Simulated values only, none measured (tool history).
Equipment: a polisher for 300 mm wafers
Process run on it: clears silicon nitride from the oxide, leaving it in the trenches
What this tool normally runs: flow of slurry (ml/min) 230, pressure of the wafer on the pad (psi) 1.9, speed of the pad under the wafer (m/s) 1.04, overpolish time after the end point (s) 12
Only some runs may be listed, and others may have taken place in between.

run,hour,flow of slurry (ml/min),pressure of the wafer on the pad (psi),speed of the pad under the wafer (m/s),overpolish time after the end point (s),"incoming thickness of the incoming film, nm",time until the end point was called (s)
1,0,230,1.9,1.04,12,89.5,159.2
2,51.1,230,1.9,1.04,12,90.6,159.8
# hour 122.2: head pressure recalibrated
3,144.5,230,1.9,1.16,12,88.6,142.3
# hour 146.3: slurry nozzle cleaned
4,205.5,230,1.9,1.04,14,90.3,163.1
5,307.6,230,1.9,1.04,14,88.3,160.8
6,413.2,230,1.9,1.04,12,89.6,163.7
# hour 436.6: worn pad replaced by a new one
7,710.2,230,1.9,1.04,12,90.6,161.6
8,812.1,230,1.9,1.04,12,89.4,160.7
# hour 827.4: slurry nozzle cleaned
9,851.4,230,1.9,1.04,12,88.7,158.1
10,1021.9,270,1.9,1.04,12,88.1,152.9
11,1110.5,275,1.9,1.04,15,91.9,157.2
12,1168.5,230,1.9,1.04,11,88.3,155.2
# hour 1215.4: worn pad replaced by a new one
13,1262.2,230,1.9,1.04,12,90.1,155.5
14,1345.1,230,1.9,1.04,12,90.5,157.5
# hour 1358.3: head pressure recalibrated
15,1448,230,1.9,1.04,12,90.1,146.8
# hour 1486.3: slurry nozzle cleaned
16,1498.8,230,1.9,1.04,12,88.3,144.7
17,1785.5,200,1.3,1.04,12,89.2,208.9
# hour 1801.5: head pressure recalibrated, repeated, since the last time left the tool worse
18,1826,230,1.3,1.04,12,90.6,228.3
19,1929.2,230,1.9,1.38,12,90.7,124.5
# hour 1934.4: worn pad replaced by a new one
20,1971.2,260,2.2,0.86,12,89.7,172.5
21,2060.6,230,1.4,1.04,12,89.7,212.9
22,2144.5,230,1.9,1.04,12,89.8,166.4
# hour 2164.8: slurry nozzle cleaned
23,2224.8,230,1.9,1.04,12,90.9,164.6
24,2292.5,255,1.9,0.84,12,89.8,199
25,2329.9,175,1.9,1.04,12,90.2,172.1
26,2400.5,160,1.9,1.04,12,91.2,174.8
27,2498.5,230,1.9,1.16,12,89.8,145.5
28,2589.5,270,1.9,1.16,9,88.9,141.1
# hour 2611.1: worn pad replaced by a new one
29,2663,230,1.9,1.28,6,89.2,128
30,2734.8,230,2.2,1.34,15,89.3,108.2
# hour 2779.5: slurry nozzle cleaned
31,2813,160,2.4,0.92,12,88.8,152.1
32,2909.8,205,2.1,0.9,15,89.2,169.5
33,2994.4,175,1.5,1.04,12,89.5,197
34,3034,230,1.9,0.92,12,91.3,181
35,3130.2,195,1.9,0.82,12,90.4,202.6
36,3190.1,230,1.9,0.86,17,91.6,188.6
# hour 3202.7: head pressure recalibrated
37,3283.6,205,2.1,0.9,15,89,173

3 ways to go on from here, each from the tool as it stands after run 37. What would each give?
A,3284.1,230,1.9,1.04,12,90.5,?
B,3284.1,230,1.9,1.04,16,90.5,?
C,3284.1,290,1.9,1.04,12,90.5,?

run,time until the end point was called (s)
A,165.1
B,165.1
C,160.8
Had the tool no hidden state, the same runs would have come out as:
run,time until the end point was called (s)
A,164.8
B,164.8
C,160.5
